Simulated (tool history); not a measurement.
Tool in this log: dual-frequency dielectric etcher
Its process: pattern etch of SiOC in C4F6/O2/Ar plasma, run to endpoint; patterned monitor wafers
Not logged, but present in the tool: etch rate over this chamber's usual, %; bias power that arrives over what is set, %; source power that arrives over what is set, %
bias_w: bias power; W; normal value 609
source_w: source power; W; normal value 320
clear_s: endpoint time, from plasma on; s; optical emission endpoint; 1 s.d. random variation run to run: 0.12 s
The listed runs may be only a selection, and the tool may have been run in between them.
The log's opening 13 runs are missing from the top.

run    hour  bias_w  source_w  wafers since the last listed run  hours since the last wet clean  hours since the last bias power generator calibration  hours since the last source power generator calibration  hours since the last upper electrode change  incoming incoming film thickness, nm  clear_s
 14  1141.6     504       320                               459                            97.4                                                 3087.3                                                    292.4                                       2979.0                                 47.09     17.2
 15  1186.1     504       320                               494                           141.9                                                 3131.8                                                    336.9                                       3023.5                                 46.90     17.2
 16  1271.9     499       320                               953                           227.7                                                 3217.6                                                    422.7                                       3109.3                                 46.33     17.5
 17  1339.7     734       320                               753                           295.5                                                 3285.4                                                    490.5                                       3177.1                                 46.70     15.7
 18  1423.8     478       260                               935                           379.6                                                 3369.5                                                    574.6                                       3261.2                                 46.60     18.9
 19  1518.8     609       360                              1056                           474.6                                                 3464.5                                                    669.6                                       3356.2                                 46.96     16.4
     1557.1  -- bias power generator calibrated
     1597.7  -- wet clean of the chamber
 20  1618.6     609       280                               798                            20.9                                                   61.5                                                    769.4                                       3456.0                                 46.47     17.2
 21  1695.9     609       380                               859                            98.2                                                  138.8                                                    846.7                                       3533.3                                 46.58     15.4
     1740.3  -- upper electrode replaced
 22  1761.7     609       250                               464                           164.0                                                  204.6                                                    912.5                                         21.4                                 46.76     18.2
 23  1818.4     532       350                               630                           220.7                                                  261.3                                                    969.2                                         78.1                                 46.45     16.6
 24  1858.2     609       320                               442                           260.5                                                  301.1                                                   1009.0                                        117.9                                 46.65     16.6
 25  1948.0     497       320                               998                           350.3                                                  390.9                                                   1098.8                                        207.7                                 46.62     17.5
 26  2013.9     564       390                               732                           416.2                                                  456.8                                                   1164.7                                        273.6                                 46.65     15.9
 27  2084.5     609       320                               784                           486.8                                                  527.4                                                   1235.3                                        344.2                                 46.65     16.9
 28  2174.5     609       320                              1000                           576.8                                                  617.4                                                   1325.3                                        434.2                                 46.49     17.3
     2253.1  -- wet clean of the chamber
 29  2253.6     609       320                               612                             0.5                                                  696.5                                                   1404.4                                        513.3                                 46.63     16.0

Expected results for the next run?
 30  2337.5     556       250                               932                            84.4                                                  780.4                                                   1488.3                                        597.2                                 46.83        ?

{"run 30": {"clear_s": 18.4}}
With the hidden condition absent and the run-to-run variation left alone, this run would have shown clear_s 18.3 s.
